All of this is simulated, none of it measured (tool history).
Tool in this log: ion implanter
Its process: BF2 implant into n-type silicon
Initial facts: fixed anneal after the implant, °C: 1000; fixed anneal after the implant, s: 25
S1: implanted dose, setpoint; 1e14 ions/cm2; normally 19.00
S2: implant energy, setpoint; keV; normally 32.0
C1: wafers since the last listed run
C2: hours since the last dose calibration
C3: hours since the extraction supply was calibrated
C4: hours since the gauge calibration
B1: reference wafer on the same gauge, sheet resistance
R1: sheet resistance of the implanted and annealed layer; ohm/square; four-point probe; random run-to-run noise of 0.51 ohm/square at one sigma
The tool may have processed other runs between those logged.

run	hour	S1	S2	C1	C2	C3	C4	B1	R1
1	0.0	23.38	40.5	0	299.9	1636.1	2367.8	111.98	115.06
2	104.7	23.38	40.5	1699	404.6	1740.8	2472.5	111.93	115.56
3	148.8	19.00	32.0	715	448.7	1784.9	2516.6	112.02	132.06
4	195.9	19.00	32.0	764	495.8	1832.0	2563.7	111.94	132.38
5	262.7	19.00	32.0	1084	562.6	1898.8	2630.5	112.13	132.03
6	302.3	16.63	32.0	642	602.2	1938.4	2670.1	112.03	134.34
7	350.8	19.00	32.0	787	650.7	1986.9	2718.6	112.08	132.24
# hour 386.0: Faraday cup replaced and dose calibrated
8	428.3	19.00	39.5	1128	42.3	2064.4	2796.1	112.04	119.53
9	507.0	19.00	32.0	1277	121.0	2143.1	2874.8	112.01	131.23
10	607.9	19.00	32.0	1637	221.9	2244.0	2975.7	111.99	132.50
11	660.6	19.00	32.0	855	274.6	2296.7	3028.4	112.05	131.96
12	734.2	19.00	32.0	1194	348.2	2370.3	3102.0	111.92	132.07
13	786.7	16.28	41.0	852	400.7	2422.8	3154.5	111.96	118.67
14	1069.8	16.28	41.0	4594	683.8	2705.9	3437.6	112.07	118.53
15	1115.5	16.28	41.0	741	729.5	2751.6	3483.3	112.11	119.78
# hour 1159.7: Faraday cup replaced and dose calibrated
16	1182.2	19.00	32.0	952	22.5	2818.3	3550.0	112.07	132.37
17	1231.2	19.00	32.0	795	71.5	2867.3	3599.0	111.98	131.78
18	1311.9	23.41	32.0	1309	152.2	2948.0	3679.7	111.98	129.65
19	1384.6	21.32	40.0	1179	224.9	3020.7	3752.4	111.95	116.83
# hour 1413.6: extraction supply calibrated
20	1429.4	16.01	37.0	597	269.7	15.8	3797.2	112.00	129.40
# hour 1480.2: gauge calibrated
21	1529.3	16.38	24.0	1621	369.6	115.7	49.1	111.99	156.36
22	1569.8	19.00	32.0	657	410.1	156.2	89.6	111.91	135.01
23	1623.2	24.29	41.5	866	463.5	209.6	143.0	111.91	115.45
24	1662.4	21.77	37.0	636	502.7	248.8	182.2	111.97	122.93
25	1732.6	22.60	21.5	1139	572.9	319.0	252.4	111.97	159.37
# hour 1779.6: Faraday cup replaced and dose calibrated
26	1839.8	19.00	32.0	1610	60.2	426.2	359.6	111.87	133.32
27	1959.9	19.00	21.5	1949	180.3	546.3	479.7	112.00	160.42
28	2015.1	23.81	27.5	895	235.5	601.5	534.9	112.00	141.72
29	2064.8	19.00	32.0	806	285.2	651.2	584.6	112.00	133.74
30	2115.7	20.77	41.5	826	336.1	702.1	635.5	111.97	116.43
31	2195.1	19.00	32.0	1288	415.5	781.5	714.9	112.11	132.22
32	2270.4	16.80	35.5	1222	490.8	856.8	790.2	112.02	128.97
33	2334.8	19.00	23.0	1045	555.2	921.2	854.6	111.99	156.66
# hour 2385.0: Faraday cup replaced and dose calibrated
34	2466.0	22.21	41.5	1999	81.0	1052.4	985.8	112.03	114.43
35	2528.3	19.00	25.5	1011	143.3	1114.7	1048.1	112.00	147.61
36	2582.8	16.27	32.0	884	197.8	1169.2	1102.6	111.96	135.56
37	2676.7	21.85	32.0	1524	291.7	1263.1	1196.5	111.99	131.54
38	2735.8	19.00	32.0	959	350.8	1322.2	1255.6	111.92	133.93

Take each entry between the runs: how does the hidden state at the last listed run before it differ from the hidden state at the first listed run after it?
Logged between run 7 and run 8: Faraday cup replaced and dose calibrated (hour 386.0)
  deviation of the true energy from its setpoint, %: 3.24 -> 3.29
  the result without the hidden state subtracted from the measured one, R1: -2.08 -> -1.97 ohm/square
Logged between run 15 and run 16: Faraday cup replaced and dose calibrated (hour 1159.7)
  deviation of the true energy from its setpoint, %: 3.6 -> 3.62
  the result without the hidden state subtracted from the measured one, R1: -2.04 -> -2.32 ohm/square
Logged between run 19 and run 20: extraction supply calibrated (hour 1413.6)
  deviation of the true energy from its setpoint, %: 3.68 -> -0.725
  the result without the hidden state subtracted from the measured one, R1: -2.21 -> +0.45 ohm/square
Logged between run 20 and run 21: gauge calibrated (hour 1480.2)
  deviation of the true energy from its setpoint, %: -0.725 -> -0.373
  the result without the hidden state subtracted from the measured one, R1: +0.45 -> +0.26 ohm/square
Logged between run 25 and run 26: Faraday cup replaced and dose calibrated (hour 1779.6)
  deviation of the true energy from its setpoint, %: 0.254 -> 0.542
  the result without the hidden state subtracted from the measured one, R1: -0.17 -> -0.36 ohm/square
Logged between run 33 and run 34: Faraday cup replaced and dose calibrated (hour 2385.0)
  deviation of the true energy from its setpoint, %: 1.57 -> 1.77
  the result without the hidden state subtracted from the measured one, R1: -1.10 -> -1.06 ohm/square
